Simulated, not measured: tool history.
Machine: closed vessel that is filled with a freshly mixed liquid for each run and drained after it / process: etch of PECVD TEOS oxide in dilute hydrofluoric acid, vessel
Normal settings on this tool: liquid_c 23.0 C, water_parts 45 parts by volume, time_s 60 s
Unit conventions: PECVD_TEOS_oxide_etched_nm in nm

| run | hour | liquid_c | water_parts | time_s | read-back film thickness of the PECVD TEOS oxide reference wafer, read on the same gauge (nm) | PECVD_TEOS_oxide_etched_nm |
|---|---|---|---|---|---|---|
| 1 | 0.0 | 23.0 | 45 | 60 | 149.99 | 18.20 |
| 2 | 68.1 | 23.0 | 45 | 60 | 149.99 | 18.29 |
| 3 | 211.1 | 23.0 | 45 | 60 | 149.97 | 18.32 |
| 4 | 266.9 | 23.0 | 40 | 80 | 150.03 | 27.67 |
| 5 | 305.3 | 23.0 | 40 | 80 | 149.97 | 27.79 |
| 6 | 365.8 | 23.0 | 40 | 80 | 150.01 | 27.90 |
| 7 | 418.1 | 20.0 | 45 | 60 | 149.99 | 16.35 |
| 8 | 449.6 | 23.0 | 45 | 60 | 150.00 | 18.46 |
| 9 | 501.9 | 23.0 | 45 | 60 | 149.97 | 18.50 |
| 10 | 554.5 | 18.5 | 30 | 75 | 150.02 | 29.55 |
|  | 563.9 | thermometer replaced |
| 11 | 613.9 | 26.5 | 45 | 60 | 150.04 | 20.87 |
| 12 | 661.0 | 23.0 | 40 | 70 | 150.00 | 23.73 |
|  | 669.7 | hydrofluoric acid flow meter replaced |
| 13 | 693.8 | 23.0 | 45 | 60 | 150.04 | 17.79 |
|  | 706.2 | gauge calibrated |
| 14 | 722.8 | 21.5 | 45 | 60 | 149.98 | 16.91 |
| 15 | 767.6 | 23.0 | 45 | 60 | 149.98 | 18.02 |
| 16 | 799.8 | 23.0 | 25 | 80 | 150.04 | 44.30 |
| 17 | 839.3 | 23.0 | 35 | 85 | 150.01 | 33.24 |
| 18 | 898.3 | 25.0 | 55 | 60 | 150.02 | 15.82 |

Below are 4 alternative next runs, each starting from the tool's condition after run 18. Predict each:
| A | 899.0 | 23.0 | 50 | 60 | ? | ? |
| B | 899.0 | 27.5 | 65 | 85 | ? | ? |
| C | 899.0 | 21.5 | 30 | 45 | ? | ? |
| D | 899.0 | 27.5 | 45 | 60 | ? | ? |

| run | read-back film thickness of the PECVD TEOS oxide reference wafer, read on the same gauge (nm) | PECVD_TEOS_oxide_etched_nm |
|---|---|---|
| A | 149.98 | 16.15 |
| B | 149.98 | 20.68 |
| C | 149.98 | 19.46 |
| D | 149.98 | 21.70 |
With no hidden state in the tool, these same runs would have given:
| run | PECVD_TEOS_oxide_etched_nm |
|---|---|
| A | 15.85 |
| B | 20.31 |
| C | 19.08 |
| D | 21.31 |

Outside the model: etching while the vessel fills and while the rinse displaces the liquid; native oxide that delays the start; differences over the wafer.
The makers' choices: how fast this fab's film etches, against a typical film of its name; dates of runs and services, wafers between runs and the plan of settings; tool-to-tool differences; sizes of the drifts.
